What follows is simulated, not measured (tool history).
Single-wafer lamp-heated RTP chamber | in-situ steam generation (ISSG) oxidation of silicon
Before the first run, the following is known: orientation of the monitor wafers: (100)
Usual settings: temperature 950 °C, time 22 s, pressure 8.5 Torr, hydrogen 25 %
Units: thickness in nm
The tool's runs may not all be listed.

run,hour,temperature,time,pressure,hydrogen,"read-back reference wafer on the same gauge, thickness",thickness
1,0,950,22,9,25,4.499,5.157
2,60.1,950,22,9,25,4.498,5.158
3,115,950,22,9.1,25,4.503,5.182
4,158.4,950,22,9.1,25,4.501,5.195
5,248.8,950,22,9.1,25,4.5,5.193
6,292.6,950,22,8.5,25,4.499,5.245
# hour 345.5: hydrogen flow controller replaced
7,346,950,22,8.5,25,4.503,5.247
8,401.9,950,16,8.5,25,4.494,4.616
9,442.5,950,16,8.5,25,4.497,4.622
# hour 464.4: pyrometer window cleaned and pyrometer calibrated
10,484.6,950,16,8.5,25,4.502,4.53
11,529.4,950,25,8.5,28,4.501,5.561
12,615.3,957,22,8.5,25,4.5,5.292
13,702,936,15,8.5,25,4.501,4.318
14,790.9,962,24,9.4,19,4.496,5.276
# hour 842.1: gauge calibrated
15,873.5,950,17,8.5,25,4.499,4.714
16,949.4,950,22,8.5,25,4.505,5.25
# hour 1018.4: pressure gauge zeroed
17,1033.9,950,22,8.5,25,4.501,5.235
# hour 1070.9: pyrometer window cleaned and pyrometer calibrated
18,1105.3,950,22,8.5,30,4.504,5.356

Run 19 is up next; what results do you expect?
19,1181.3,950,22,9.5,25,?,?

read-back reference wafer on the same gauge, thickness: 4.499
thickness: 5.095 nm
Were there no unlogged condition in the tool, this run, its random variation unchanged, would have produced thickness 5.043 nm.
